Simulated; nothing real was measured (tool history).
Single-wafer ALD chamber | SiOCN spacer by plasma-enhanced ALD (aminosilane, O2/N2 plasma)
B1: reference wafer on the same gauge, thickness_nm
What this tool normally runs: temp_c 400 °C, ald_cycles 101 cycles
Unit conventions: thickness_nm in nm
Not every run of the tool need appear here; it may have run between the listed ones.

run 1 hour=0 | temp_c=409 ald_cycles=108 | B1=6.236 | thickness_nm=6.955
run 2 hour=107.6 | temp_c=400 ald_cycles=88 | B1=6.238 | thickness_nm=5.87
run 3 hour=173.4 | temp_c=400 ald_cycles=88 | B1=6.243 | thickness_nm=5.842
run 4 hour=210.8 | temp_c=400 ald_cycles=88 | B1=6.238 | thickness_nm=5.873
run 5 hour=258.4 | temp_c=400 ald_cycles=101 | B1=6.247 | thickness_nm=6.727
run 6 hour=341.7 | temp_c=400 ald_cycles=101 | B1=6.246 | thickness_nm=6.733
run 7 hour=378.8 | temp_c=400 ald_cycles=101 | B1=6.237 | thickness_nm=6.702
-- hour=401.9 thermocouple changed; heater temperature recalibrated
run 8 hour=472.4 | temp_c=406 ald_cycles=101 | B1=6.234 | thickness_nm=6.633
run 9 hour=547.9 | temp_c=400 ald_cycles=101 | B1=6.238 | thickness_nm=6.748
run 10 hour=594.9 | temp_c=400 ald_cycles=101 | B1=6.246 | thickness_nm=6.693
run 11 hour=660 | temp_c=400 ald_cycles=111 | B1=6.243 | thickness_nm=7.356
run 12 hour=705.3 | temp_c=400 ald_cycles=111 | B1=6.241 | thickness_nm=7.412
run 13 hour=969.5 | temp_c=395 ald_cycles=101 | B1=6.237 | thickness_nm=6.74
run 14 hour=1030.8 | temp_c=400 ald_cycles=101 | B1=6.231 | thickness_nm=6.729
-- hour=1097.3 gauge calibrated
run 15 hour=1132.2 | temp_c=400 ald_cycles=101 | B1=6.246 | thickness_nm=6.74
run 16 hour=1237.6 | temp_c=400 ald_cycles=101 | B1=6.24 | thickness_nm=6.758
run 17 hour=1310 | temp_c=400 ald_cycles=101 | B1=6.24 | thickness_nm=6.764
run 18 hour=1360.1 | temp_c=400 ald_cycles=101 | B1=6.239 | thickness_nm=6.69
run 19 hour=1433.4 | temp_c=400 ald_cycles=101 | B1=6.243 | thickness_nm=6.731
run 20 hour=1499.3 | temp_c=400 ald_cycles=101 | B1=6.242 | thickness_nm=6.702
run 21 hour=1591.3 | temp_c=389 ald_cycles=92 | B1=6.242 | thickness_nm=6.109
run 22 hour=1664.8 | temp_c=400 ald_cycles=101 | B1=6.241 | thickness_nm=6.721
run 23 hour=1960.4 | temp_c=409 ald_cycles=114 | B1=6.243 | thickness_nm=7.365
run 24 hour=2042.1 | temp_c=400 ald_cycles=88 | B1=6.24 | thickness_nm=5.834
-- hour=2087.5 thermocouple changed; heater temperature recalibrated
run 25 hour=2109.3 | temp_c=386 ald_cycles=101 | B1=6.241 | thickness_nm=6.721
run 26 hour=2169.4 | temp_c=400 ald_cycles=107 | B1=6.24 | thickness_nm=7.13
run 27 hour=2235 | temp_c=388 ald_cycles=83 | B1=6.242 | thickness_nm=5.517
run 28 hour=2332 | temp_c=400 ald_cycles=101 | B1=6.243 | thickness_nm=6.735
run 29 hour=2407.5 | temp_c=394 ald_cycles=121 | B1=6.242 | thickness_nm=8.024
run 30 hour=2493.1 | temp_c=395 ald_cycles=93 | B1=6.236 | thickness_nm=6.243
run 31 hour=2592.9 | temp_c=411 ald_cycles=85 | B1=6.236 | thickness_nm=5.483
run 32 hour=2680.7 | temp_c=400 ald_cycles=101 | B1=6.241 | thickness_nm=6.696
run 33 hour=2723.6 | temp_c=400 ald_cycles=101 | B1=6.241 | thickness_nm=6.72
run 34 hour=2781.4 | temp_c=400 ald_cycles=117 | B1=6.239 | thickness_nm=7.841
run 35 hour=2827.8 | temp_c=385 ald_cycles=101 | B1=6.24 | thickness_nm=6.742
run 36 hour=2918.9 | temp_c=400 ald_cycles=88 | B1=6.242 | thickness_nm=5.859
run 37 hour=2972.3 | temp_c=400 ald_cycles=114 | B1=6.242 | thickness_nm=7.56
run 38 hour=3055.6 | temp_c=389 ald_cycles=101 | B1=6.241 | thickness_nm=6.694
run 39 hour=3101.2 | temp_c=411 ald_cycles=106 | B1=6.243 | thickness_nm=6.84
run 40 hour=3155.9 | temp_c=400 ald_cycles=85 | B1=6.24 | thickness_nm=5.652

Predict each of these 4 candidate next runs independently; none follows another, all start after run 40:
run A hour=3156.5 | temp_c=400 ald_cycles=101 | B1=? | thickness_nm=?
run B hour=3156.5 | temp_c=414 ald_cycles=101 | B1=? | thickness_nm=?
run C hour=3156.5 | temp_c=413 ald_cycles=115 | B1=? | thickness_nm=?
run D hour=3156.5 | temp_c=405 ald_cycles=83 | B1=? | thickness_nm=?

run=A B1=6.242 thickness_nm=6.743
run=B B1=6.242 thickness_nm=6.494
run=C B1=6.242 thickness_nm=7.414
run=D B1=6.242 thickness_nm=5.468
What these runs would have given with no unlogged condition in the tool:
run=A thickness_nm=6.743
run=B thickness_nm=6.494
run=C thickness_nm=7.414
run=D thickness_nm=5.468
